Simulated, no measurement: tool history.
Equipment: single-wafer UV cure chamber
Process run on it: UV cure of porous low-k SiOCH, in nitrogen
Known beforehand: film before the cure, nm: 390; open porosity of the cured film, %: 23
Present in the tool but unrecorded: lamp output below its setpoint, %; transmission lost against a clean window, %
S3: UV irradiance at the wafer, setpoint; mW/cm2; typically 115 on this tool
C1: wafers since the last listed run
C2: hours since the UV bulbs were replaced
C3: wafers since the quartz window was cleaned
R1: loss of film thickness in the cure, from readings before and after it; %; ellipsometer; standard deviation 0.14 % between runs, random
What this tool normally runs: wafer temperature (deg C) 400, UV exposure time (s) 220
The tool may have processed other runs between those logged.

run 1 hour=0.0 | wafer_temperature_(deg_C)=400 UV_exposure_time_(s)=220 S3=115 | C1=0 C2=1457.8 C3=2508 | R1=11.259
run 2 hour=58.4 | wafer_temperature_(deg_C)=400 UV_exposure_time_(s)=220 S3=115 | C1=351 C2=1516.2 C3=2860 | R1=11.070
-- hour=67.0 quartz window cleaned
run 3 hour=226.7 | wafer_temperature_(deg_C)=400 UV_exposure_time_(s)=220 S3=115 | C1=965 C2=1684.5 C3=961 | R1=11.006
run 4 hour=282.3 | wafer_temperature_(deg_C)=405 UV_exposure_time_(s)=220 S3=140 | C1=334 C2=1740.1 C3=1296 | R1=11.827
run 5 hour=374.0 | wafer_temperature_(deg_C)=405 UV_exposure_time_(s)=220 S3=140 | C1=552 C2=1831.8 C3=1848 | R1=12.078
run 6 hour=420.5 | wafer_temperature_(deg_C)=405 UV_exposure_time_(s)=220 S3=140 | C1=280 C2=1878.3 C3=2128 | R1=12.000
run 7 hour=462.9 | wafer_temperature_(deg_C)=390 UV_exposure_time_(s)=220 S3=115 | C1=255 C2=1920.7 C3=2384 | R1=10.635
run 8 hour=491.1 | wafer_temperature_(deg_C)=400 UV_exposure_time_(s)=220 S3=115 | C1=169 C2=1948.9 C3=2553 | R1=10.928
-- hour=533.9 quartz window cleaned
run 9 hour=551.8 | wafer_temperature_(deg_C)=400 UV_exposure_time_(s)=220 S3=115 | C1=317 C2=2009.6 C3=107 | R1=10.690
-- hour=617.4 UV bulbs replaced
run 10 hour=617.9 | wafer_temperature_(deg_C)=414 UV_exposure_time_(s)=110 S3=128 | C1=349 C2=0.5 C3=457 | R1=10.450
run 11 hour=667.1 | wafer_temperature_(deg_C)=390 UV_exposure_time_(s)=220 S3=93 | C1=296 C2=49.7 C3=753 | R1=11.634
run 12 hour=718.7 | wafer_temperature_(deg_C)=400 UV_exposure_time_(s)=220 S3=115 | C1=310 C2=101.3 C3=1064 | R1=12.942
run 13 hour=783.8 | wafer_temperature_(deg_C)=382 UV_exposure_time_(s)=220 S3=149 | C1=392 C2=166.4 C3=1456 | R1=13.148
run 14 hour=837.5 | wafer_temperature_(deg_C)=400 UV_exposure_time_(s)=220 S3=130 | C1=323 C2=220.1 C3=1780 | R1=13.002
run 15 hour=877.7 | wafer_temperature_(deg_C)=390 UV_exposure_time_(s)=335 S3=142 | C1=242 C2=260.3 C3=2022 | R1=15.495

4 options for the next run, each taken on its own from the tool as it stands now. Forecast them:
run A hour=878.2 | wafer_temperature_(deg_C)=400 UV_exposure_time_(s)=220 S3=141 | C1=3 C2=260.8 C3=2025 | R1=?
run B hour=878.2 | wafer_temperature_(deg_C)=415 UV_exposure_time_(s)=325 S3=115 | C1=3 C2=260.8 C3=2025 | R1=?
run C hour=878.2 | wafer_temperature_(deg_C)=389 UV_exposure_time_(s)=270 S3=150 | C1=3 C2=260.8 C3=2025 | R1=?
run D hour=878.2 | wafer_temperature_(deg_C)=415 UV_exposure_time_(s)=220 S3=82 | C1=3 C2=260.8 C3=2025 | R1=?

run=A R1=13.381
run=B R1=14.624
run=C R1=14.526
run=D R1=10.985
Without the tool's unlogged condition, the same runs would have read:
run=A R1=14.419
run=B R1=15.683
run=C R1=15.583
run=D R1=11.972
